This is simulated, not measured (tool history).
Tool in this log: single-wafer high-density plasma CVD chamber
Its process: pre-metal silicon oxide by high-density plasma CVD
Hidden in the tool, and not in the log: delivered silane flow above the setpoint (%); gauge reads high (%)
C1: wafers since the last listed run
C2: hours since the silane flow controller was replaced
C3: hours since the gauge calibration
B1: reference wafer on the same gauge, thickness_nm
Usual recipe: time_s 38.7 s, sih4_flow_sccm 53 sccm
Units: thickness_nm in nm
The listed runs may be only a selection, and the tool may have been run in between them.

Run 1, hour 0: usual settings but sih4_flow_sccm 46 sccm; C1 0; C2 4435.1; C3 158.6; B1 231.965. Result: thickness_nm 187.415 nm.
Run 2, hour 50.7: usual settings but sih4_flow_sccm 46 sccm; C1 964; C2 4485.8; C3 209.3; B1 232.07. Result: thickness_nm 187.872 nm.
Run 3, hour 57.9: usual settings but sih4_flow_sccm 46 sccm; C1 136; C2 4493; C3 216.5; B1 231.99. Result: thickness_nm 187.869 nm.
Run 4, hour 75.5: usual settings but sih4_flow_sccm 49 sccm; C1 334; C2 4510.6; C3 234.1; B1 231.985. Result: thickness_nm 198.324 nm.
Run 5, hour 90.2: usual settings but time_s 43.5 s, sih4_flow_sccm 57 sccm; C1 279; C2 4525.3; C3 248.8; B1 231.956. Result: thickness_nm 255.213 nm.
Run 6, hour 104.8: usual settings but time_s 43.5 s, sih4_flow_sccm 57 sccm; C1 277; C2 4539.9; C3 263.4; B1 231.926. Result: thickness_nm 255.09 nm.
Run 7, hour 119.3: usual settings; C1 275; C2 4554.4; C3 277.9; B1 232.014. Result: thickness_nm 212.365 nm.
Run 8, hour 146.6: usual settings; C1 519; C2 4581.7; C3 305.2; B1 231.911. Result: thickness_nm 212.646 nm.
Run 9, hour 160.1: usual settings; C1 256; C2 4595.2; C3 318.7; B1 232.009. Result: thickness_nm 213.072 nm.
Run 10, hour 172.8: usual settings but time_s 36.3 s; C1 241; C2 4607.9; C3 331.4; B1 232.024. Result: thickness_nm 200.339 nm.
Run 11, hour 183.1: usual settings but time_s 36.3 s; C1 195; C2 4618.2; C3 341.7; B1 232.046. Result: thickness_nm 199.691 nm.
Run 12, hour 191: usual settings but time_s 36.3 s; C1 150; C2 4626.1; C3 349.6; B1 232.027. Result: thickness_nm 199.98 nm.
Run 13, hour 207.7: usual settings; C1 317; C2 4642.8; C3 366.3; B1 231.984. Result: thickness_nm 213.596 nm.
Run 14, hour 225.2: usual settings; C1 332; C2 4660.3; C3 383.8; B1 232.012. Result: thickness_nm 213.121 nm.
Run 15, hour 234.5: usual settings; C1 176; C2 4669.6; C3 393.1; B1 231.94. Result: thickness_nm 213.035 nm.
Run 16, hour 247: usual settings; C1 237; C2 4682.1; C3 405.6; B1 231.978. Result: thickness_nm 213.955 nm.
At hour 261.8: silane flow controller replaced.
Run 17, hour 265: usual settings but time_s 33.1 s, sih4_flow_sccm 60 sccm; C1 190; C2 3.2; C3 423.6; B1 231.996. Result: thickness_nm 207.774 nm.
Run 18, hour 277.5: usual settings but sih4_flow_sccm 48 sccm; C1 237; C2 15.7; C3 436.1; B1 231.988. Result: thickness_nm 199.501 nm.
Run 19, hour 292.6: usual settings but time_s 33.1 s, sih4_flow_sccm 46 sccm; C1 287; C2 30.8; C3 451.2; B1 232.002. Result: thickness_nm 164.225 nm.
Run 20, hour 308.4: usual settings but time_s 31.2 s, sih4_flow_sccm 46 sccm; C1 300; C2 46.6; C3 467; B1 231.971. Result: thickness_nm 155.227 nm.
At hour 338.6: silane flow controller replaced, repeated, since the last time left the tool worse.
Run 21, hour 342.5: usual settings but time_s 42.2 s; C1 496; C2 3.9; C3 501.1; B1 232.044. Result: thickness_nm 222.22 nm.
Run 22, hour 351.8: usual settings but time_s 44.3 s; C1 176; C2 13.2; C3 510.4; B1 231.971. Result: thickness_nm 232.631 nm.
Run 23, hour 358.9: usual settings but time_s 36.4 s, sih4_flow_sccm 59 sccm; C1 135; C2 20.3; C3 517.5; B1 231.994. Result: thickness_nm 210.795 nm.
Run 24, hour 369.8: usual settings but time_s 44.7 s, sih4_flow_sccm 59 sccm; C1 207; C2 31.2; C3 528.4; B1 232.009. Result: thickness_nm 258.553 nm.
At hour 376.6: gauge calibrated.
Run 25, hour 378.4: usual settings but time_s 45.2 s, sih4_flow_sccm 57 sccm; C1 163; C2 39.8; C3 1.8; B1 232.025. Result: thickness_nm 253.708 nm.
Run 26, hour 409.3: usual settings but time_s 41.8 s, sih4_flow_sccm 62 sccm; C1 587; C2 70.7; C3 32.7; B1 232.01. Result: thickness_nm 253.135 nm.
Run 27, hour 419.8: usual settings but time_s 36.2 s, sih4_flow_sccm 61 sccm; C1 199; C2 81.2; C3 43.2; B1 231.971. Result: thickness_nm 215.63 nm.
Run 28, hour 434.2: usual settings; C1 273; C2 95.6; C3 57.6; B1 231.994. Result: thickness_nm 203.05 nm.
Run 29, hour 447.3: usual settings but time_s 36.2 s, sih4_flow_sccm 61 sccm; C1 249; C2 108.7; C3 70.7; B1 232.01. Result: thickness_nm 216.265 nm.
Run 30, hour 453.5: usual settings; C1 117; C2 114.9; C3 76.9; B1 231.911. Result: thickness_nm 203.727 nm.
Run 31, hour 467.4: usual settings but time_s 42.7 s; C1 264; C2 128.8; C3 90.8; B1 231.943. Result: thickness_nm 224.523 nm.
Run 32, hour 484.5: usual settings; C1 325; C2 145.9; C3 107.9; B1 231.999. Result: thickness_nm 203.264 nm.
Run 33, hour 500.2: usual settings but sih4_flow_sccm 46 sccm; C1 298; C2 161.6; C3 123.6; B1 231.998. Result: thickness_nm 179.429 nm.

Predict each of these 5 candidate next runs independently; none follows another, all start after run 33:
Run A, hour 500.6: usual settings; C1 7; C2 162; C3 124; B1 ?. Result: thickness_nm ?.
Run B, hour 500.6: usual settings but time_s 45.4 s, sih4_flow_sccm 63 sccm; C1 7; C2 162; C3 124; B1 ?. Result: thickness_nm ?.
Run C, hour 500.6: usual settings but time_s 43.6 s, sih4_flow_sccm 46 sccm; C1 7; C2 162; C3 124; B1 ?. Result: thickness_nm ?.
Run D, hour 500.6: usual settings but time_s 45.9 s, sih4_flow_sccm 58 sccm; C1 7; C2 162; C3 124; B1 ?. Result: thickness_nm ?.
Run E, hour 500.6: usual settings but time_s 41 s, sih4_flow_sccm 58 sccm; C1 7; C2 162; C3 124; B1 ?. Result: thickness_nm ?.

run       B1  thickness_nm
  A  231.961       203.665
  B  231.961       278.991
  C  231.961       202.519
  D  231.961        261.81
  E  231.961       233.861
Stripped of hidden state, with their random variation kept, the same runs would have yielded:
run  thickness_nm
  A       203.896
  B       279.307
  C       202.748
  D       262.106
  E       234.126
